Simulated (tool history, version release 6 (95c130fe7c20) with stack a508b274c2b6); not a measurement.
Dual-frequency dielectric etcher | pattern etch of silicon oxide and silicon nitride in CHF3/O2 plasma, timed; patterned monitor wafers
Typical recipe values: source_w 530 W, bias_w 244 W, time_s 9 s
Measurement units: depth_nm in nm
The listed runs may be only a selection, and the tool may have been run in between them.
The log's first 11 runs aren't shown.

run,hour,source_w,bias_w,time_s,wafers since the last listed run,hours since the last wet clean,hours since the last source power generator calibration,hours since the last bias power generator calibration,hours since the last upper electrode change,hours since the gauge calibration,"read-back reference wafer on the same gauge, depth_nm",depth_nm
# hour 627.5: bias power generator calibrated
12,660.4,530,244,9,884,571.8,516.2,32.9,3830.1,2059.3,13.8,14.27
# hour 696.8: upper electrode replaced
# hour 696.9: wet clean of the chamber
13,711.8,530,244,9,674,14.9,567.6,84.3,15,2110.7,13.8,13.78
14,740.1,460,195,11,697,43.2,595.9,112.6,43.3,2139,13.8,14.69
15,770.6,530,183,8,751,73.7,626.4,143.1,73.8,2169.5,13.79,10.95
16,813.8,650,244,9.5,1064,116.9,669.6,186.3,117,2212.7,13.79,15.87
17,856.7,600,229,10.5,1057,159.8,712.5,229.2,159.9,2255.6,13.81,16.54
18,916.8,570,220,9,1481,219.9,772.6,289.3,220,2315.7,13.79,13.77
19,969.2,440,265,10,1291,272.3,825,341.7,272.4,2368.1,13.8,15.09
# hour 979.1: gauge calibrated
20,1026.9,530,244,9,1422,330,882.7,399.4,330.1,47.8,13.8,14.1
21,1087,640,244,10.5,1481,390.1,942.8,459.5,390.2,107.9,13.8,17.71
22,1145.5,470,244,11.5,1441,448.6,1001.3,518,448.7,166.4,13.8,17.36
23,1199.1,610,220,7.5,1320,502.2,1054.9,571.6,502.3,220,13.8,12.03
24,1240.5,570,285,9,1020,543.6,1096.3,613,543.7,261.4,13.81,15.64
# hour 1285.1: wet clean of the chamber
25,1285.6,650,198,10,520,0.5,1141.4,658.1,588.8,306.5,13.8,15.13
26,1311.5,530,244,9,638,26.4,1167.3,684,614.7,332.4,13.81,13.73
27,1379.6,570,286,9,1678,94.5,1235.4,752.1,682.8,400.5,13.81,15.11
28,1405.4,450,200,7.5,635,120.3,1261.2,777.9,708.6,426.3,13.8,10.08
29,1430.8,530,244,9,625,145.7,1286.6,803.3,734,451.7,13.81,13.9
30,1459.2,530,244,9,699,174.1,1315,831.7,762.4,480.1,13.81,13.83

Below are 3 alternative next runs, each starting from the tool's condition after run 30. Predict each:
A,1459.6,530,244,9,9,174.5,1315.4,832.1,762.8,480.5,?,?
B,1459.6,410,244,8,9,174.5,1315.4,832.1,762.8,480.5,?,?
C,1459.6,590,267,10.5,9,174.5,1315.4,832.1,762.8,480.5,?,?

run,"read-back reference wafer on the same gauge, depth_nm",depth_nm
A,13.79,14.01
B,13.79,11.34
C,13.79,17.63
Take away the tool's hidden state, keep each run's random variation, and the runs would have read:
run,depth_nm
A,13.9
B,11.25
C,17.49

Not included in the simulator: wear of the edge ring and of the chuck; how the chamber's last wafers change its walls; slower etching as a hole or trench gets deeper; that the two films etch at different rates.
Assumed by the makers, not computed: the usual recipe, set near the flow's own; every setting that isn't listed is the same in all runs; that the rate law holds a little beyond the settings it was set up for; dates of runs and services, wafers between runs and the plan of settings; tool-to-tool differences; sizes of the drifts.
